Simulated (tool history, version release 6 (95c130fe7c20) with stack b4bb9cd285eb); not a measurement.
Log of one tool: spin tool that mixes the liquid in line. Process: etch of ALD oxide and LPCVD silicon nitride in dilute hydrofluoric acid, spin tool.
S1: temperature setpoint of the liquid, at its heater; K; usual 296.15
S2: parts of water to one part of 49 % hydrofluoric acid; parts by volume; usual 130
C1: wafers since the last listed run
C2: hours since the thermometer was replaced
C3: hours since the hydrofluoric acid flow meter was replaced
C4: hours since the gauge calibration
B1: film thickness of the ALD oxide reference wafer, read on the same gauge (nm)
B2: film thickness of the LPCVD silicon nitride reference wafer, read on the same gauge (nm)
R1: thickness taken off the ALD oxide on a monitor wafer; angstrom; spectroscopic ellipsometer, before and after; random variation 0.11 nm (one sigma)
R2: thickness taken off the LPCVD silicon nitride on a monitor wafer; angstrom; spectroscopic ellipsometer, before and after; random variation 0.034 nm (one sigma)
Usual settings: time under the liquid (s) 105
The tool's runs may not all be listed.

{"run": 1, "day": 0.0, "S1": 296.15, "S2": 95, "time under the liquid (s)": 105, "C1": 0, "C2": 2908.1, "C3": 567.1, "C4": 250.3, "B1": 59.99, "B2": 59.97, "R1": 231.9, "R2": 4.84}
{"run": 2, "day": 0.275, "S1": 296.15, "S2": 155, "time under the liquid (s)": 150, "C1": 79, "C2": 2914.7, "C3": 573.7, "C4": 256.9, "B1": 60.03, "B2": 60.013, "R1": 190, "R2": 5.15}
{"run": 3, "day": 0.612, "S1": 296.15, "S2": 155, "time under the liquid (s)": 150, "C1": 97, "C2": 2922.8, "C3": 581.8, "C4": 265, "B1": 60.02, "B2": 59.992, "R1": 191.7, "R2": 4.66}
{"run": 4, "day": 1.238, "S1": 296.15, "S2": 155, "time under the liquid (s)": 150, "C1": 180, "C2": 2937.8, "C3": 596.8, "C4": 280, "B1": 59.98, "B2": 60, "R1": 188.9, "R2": 4.63}
{"run": 5, "day": 1.517, "S1": 296.15, "S2": 130, "time under the liquid (s)": 105, "C1": 80, "C2": 2944.5, "C3": 603.5, "C4": 286.7, "B1": 59.99, "B2": 60.014, "R1": 162.7, "R2": 3.97}
{"run": 6, "day": 2.162, "S1": 296.15, "S2": 130, "time under the liquid (s)": 105, "C1": 186, "C2": 2960, "C3": 619, "C4": 302.2, "B1": 60, "B2": 60.018, "R1": 162.6, "R2": 4.22}
{"run": 7, "day": 2.729, "S1": 296.15, "S2": 130, "time under the liquid (s)": 105, "C1": 164, "C2": 2973.6, "C3": 632.6, "C4": 315.8, "B1": 60.04, "B2": 59.999, "R1": 163.8, "R2": 3.4}
{"run": 8, "day": 3.054, "S1": 296.15, "S2": 130, "time under the liquid (s)": 105, "C1": 94, "C2": 2981.4, "C3": 640.4, "C4": 323.6, "B1": 60, "B2": 59.971, "R1": 164.5, "R2": 3.98}
{"run": 9, "day": 3.438, "S1": 296.15, "S2": 130, "time under the liquid (s)": 105, "C1": 110, "C2": 2990.6, "C3": 649.6, "C4": 332.8, "B1": 59.97, "B2": 59.985, "R1": 165.9, "R2": 3.59}
{"run": 10, "day": 4.512, "S1": 293.65, "S2": 130, "time under the liquid (s)": 120, "C1": 311, "C2": 3016.4, "C3": 675.4, "C4": 358.6, "B1": 60, "B2": 60.002, "R1": 170, "R2": 3.79}
{"run": 11, "day": 4.804, "S1": 293.65, "S2": 130, "time under the liquid (s)": 120, "C1": 84, "C2": 3023.4, "C3": 682.4, "C4": 365.6, "B1": 60.03, "B2": 59.965, "R1": 170.2, "R2": 3.87}
{"day": 5.275, "done": "thermometer replaced"}
{"run": 12, "day": 5.333, "S1": 293.65, "S2": 130, "time under the liquid (s)": 120, "C1": 141, "C2": 1.4, "C3": 695.1, "C4": 378.3, "B1": 60, "B2": 59.985, "R1": 170.4, "R2": 4.07}
{"run": 13, "day": 5.658, "S1": 294.65, "S2": 100, "time under the liquid (s)": 140, "C1": 94, "C2": 9.2, "C3": 702.9, "C4": 386.1, "B1": 60.01, "B2": 59.997, "R1": 279, "R2": 5.62}
{"day": 5.921, "done": "gauge calibrated"}
{"run": 14, "day": 6.183, "S1": 296.15, "S2": 155, "time under the liquid (s)": 150, "C1": 151, "C2": 21.8, "C3": 715.5, "C4": 6.3, "B1": 59.98, "B2": 60.009, "R1": 193, "R2": 5.19}
{"day": 6.367, "done": "hydrofluoric acid flow meter replaced"}
{"run": 15, "day": 6.933, "S1": 292.15, "S2": 130, "time under the liquid (s)": 150, "C1": 205, "C2": 39.8, "C3": 13.6, "C4": 24.3, "B1": 60, "B2": 60.003, "R1": 182.6, "R2": 3.97}
{"run": 16, "day": 7.267, "S1": 296.15, "S2": 65, "time under the liquid (s)": 155, "C1": 96, "C2": 47.8, "C3": 21.6, "C4": 32.3, "B1": 60.01, "B2": 59.995, "R1": 483.5, "R2": 9.74}
{"run": 17, "day": 7.821, "S1": 299.15, "S2": 180, "time under the liquid (s)": 80, "C1": 160, "C2": 61.1, "C3": 34.9, "C4": 45.6, "B1": 60.06, "B2": 59.995, "R1": 86.8, "R2": 2.51}
{"run": 18, "day": 8.317, "S1": 296.15, "S2": 130, "time under the liquid (s)": 105, "C1": 143, "C2": 73, "C3": 46.8, "C4": 57.5, "B1": 60.01, "B2": 60.04, "R1": 151.2, "R2": 3.43}
{"run": 19, "day": 8.762, "S1": 296.15, "S2": 130, "time under the liquid (s)": 80, "C1": 129, "C2": 83.7, "C3": 57.5, "C4": 68.2, "B1": 60, "B2": 59.975, "R1": 114.7, "R2": 2.72}
{"run": 20, "day": 9.321, "S1": 296.15, "S2": 130, "time under the liquid (s)": 105, "C1": 161, "C2": 97.1, "C3": 70.9, "C4": 81.6, "B1": 60.01, "B2": 60.005, "R1": 150.4, "R2": 3.58}
{"run": 21, "day": 9.979, "S1": 294.65, "S2": 130, "time under the liquid (s)": 105, "C1": 190, "C2": 112.9, "C3": 86.7, "C4": 97.4, "B1": 60.05, "B2": 59.991, "R1": 141.8, "R2": 3.25}
{"run": 22, "day": 10.567, "S1": 298.15, "S2": 160, "time under the liquid (s)": 85, "C1": 170, "C2": 127, "C3": 100.8, "C4": 111.5, "B1": 60.03, "B2": 59.996, "R1": 102.9, "R2": 2.7}
{"run": 23, "day": 11.212, "S1": 292.65, "S2": 190, "time under the liquid (s)": 150, "C1": 186, "C2": 142.5, "C3": 116.3, "C4": 127, "B1": 60.01, "B2": 59.999, "R1": 122.2, "R2": 3.02}
{"run": 24, "day": 11.504, "S1": 296.15, "S2": 95, "time under the liquid (s)": 105, "C1": 84, "C2": 149.5, "C3": 123.3, "C4": 134, "B1": 59.99, "B2": 60, "R1": 217.4, "R2": 5.54}
{"run": 25, "day": 12.233, "S1": 298.15, "S2": 95, "time under the liquid (s)": 55, "C1": 211, "C2": 167, "C3": 140.8, "C4": 151.5, "B1": 60.02, "B2": 60.007, "R1": 122.8, "R2": 3.03}
{"run": 26, "day": 12.567, "S1": 296.15, "S2": 130, "time under the liquid (s)": 105, "C1": 96, "C2": 175, "C3": 148.8, "C4": 159.5, "B1": 59.99, "B2": 60.007, "R1": 151.3, "R2": 2.94}
{"run": 27, "day": 13.117, "S1": 296.15, "S2": 80, "time under the liquid (s)": 105, "C1": 159, "C2": 188.2, "C3": 162, "C4": 172.7, "B1": 60, "B2": 59.981, "R1": 265.8, "R2": 5.94}

What the log doesn't show, run by run:
liquid colder than its thermometer reads (K): 0 in every run
gauge reads high (%): 0 in every run
H1: hydrofluoric acid flow above the setpoint (%)
run=1 H1=9.49
run=2 H1=9.59
run=3 H1=9.72
run=4 H1=9.95
run=5 H1=10.1
run=6 H1=10.3
run=7 H1=10.5
run=8 H1=10.6
run=9 H1=10.8
run=10 H1=11.2
run=11 H1=11.3
run=12 H1=11.5
run=13 H1=11.6
run=14 H1=11.8
run=15 H1=1.41
run=16 H1=1.54
run=17 H1=1.75
run=18 H1=1.93
run=19 H1=2.1
run=20 H1=2.31
run=21 H1=2.56
run=22 H1=2.78
run=23 H1=3.02
run=24 H1=3.13
run=25 H1=3.41
run=26 H1=3.53
run=27 H1=3.74
